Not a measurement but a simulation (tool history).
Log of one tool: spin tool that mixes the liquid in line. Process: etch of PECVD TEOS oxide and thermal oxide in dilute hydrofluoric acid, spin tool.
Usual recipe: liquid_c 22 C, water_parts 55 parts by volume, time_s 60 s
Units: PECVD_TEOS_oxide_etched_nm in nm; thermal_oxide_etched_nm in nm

run    hour  liquid_c  water_parts  time_s  read-back film thickness of the PECVD TEOS oxide reference wafer, read on the same gauge (nm)  read-back film thickness of the thermal oxide reference wafer, read on the same gauge (nm)  PECVD_TEOS_oxide_etched_nm  thermal_oxide_etched_nm
  1       0        22           55      60                                                                                          29.98                                                                                     120.029                        11.9                    4.409
  2   104.1        22           55      60                                                                                          29.99                                                                                     120.001                       11.79                    4.305
  3   186.5      26.5           80      60                                                                                          30.01                                                                                     119.997                        9.37                    3.497
      204.3  -- hydrofluoric acid flow meter replaced
  4   236.5        22           55      60                                                                                          30.01                                                                                      119.99                       12.43                     4.66
  5   306.8      24.5           35      50                                                                                          30.02                                                                                     119.994                       18.45                     6.91
  6   377.2        25           25      35                                                                                          29.99                                                                                     119.983                       18.77                    6.933
  7   451.3        22           55      60                                                                                          29.97                                                                                     120.012                       12.24                    4.588
  8     554        26           30      80                                                                                             30                                                                                     120.014                       36.15                   13.547
  9   647.1        22           55      60                                                                                          30.02                                                                                     119.992                       11.97                     4.44
 10   694.8        22           55      75                                                                                          30.02                                                                                     120.021                       14.98                    5.518
 11   760.5      26.5           55      60                                                                                             30                                                                                     120.011                       14.45                    5.296
      774.2  -- thermometer replaced
     1022.7  -- hydrofluoric acid flow meter replaced
 12  1067.8        25           70      60                                                                                             30                                                                                     120.016                       10.79                    4.099
 13  1152.1        22           45      30                                                                                          30.02                                                                                     119.996                         7.6                    2.872
 14  1212.2        22           65      85                                                                                             30                                                                                     120.004                       14.41                    5.371
 15  1301.8        25           55      60                                                                                          30.01                                                                                     120.008                        13.9                     5.09
 16    1356      18.5           35      60                                                                                          30.02                                                                                     119.995                       16.87                    6.307
 17  1422.5        18           65      60                                                                                          30.04                                                                                     119.995                        8.46                    3.143
 18  1497.7        24           55      60                                                                                          30.03                                                                                      119.99                       12.96                    4.815
 19  1542.1      17.5           65      50                                                                                          30.02                                                                                     119.989                        6.97                    2.546
 20  1606.6      25.5           75      95                                                                                             30                                                                                     120.001                       15.59                      5.8
 21  1686.2      20.5           30      90                                                                                             30                                                                                     119.979                       31.26                   11.615
     1756.1  -- thermometer replaced
 22  1773.5        22           55      60                                                                                          30.04                                                                                     120.012                       11.65                    4.359
     1795.7  -- hydrofluoric acid flow meter replaced
 23  1870.4        22           55      35                                                                                          29.99                                                                                     119.995                        7.23                     2.66
 24  1958.9        22           55      60                                                                                          29.97                                                                                     119.997                       12.16                    4.582
 25  2050.5      25.5           55      60                                                                                          30.01                                                                                     120.021                       14.01                    5.196
 26  2116.3        22           85      70                                                                                          30.01                                                                                     119.981                        8.83                    3.276

Give the tool's hidden conditions for every run:
liquid hotter than its thermometer reads (K): 0, the same for each run
gauge reads high (%): 0, the same for each run
H1: hydrofluoric acid flow below the setpoint (%)
run     H1
  1   4.68
  2   5.48
  3   6.11
  4  0.292
  5  0.831
  6   1.37
  7   1.94
  8   2.73
  9   3.44
 10   3.81
 11   4.31
 12  0.526
 13   1.17
 14   1.63
 15   2.32
 16   2.74
 17   3.25
 18   3.82
 19   4.16
 20   4.66
 21   5.27
 22   5.94
 23  0.912
 24   1.59
 25   2.29
 26    2.8
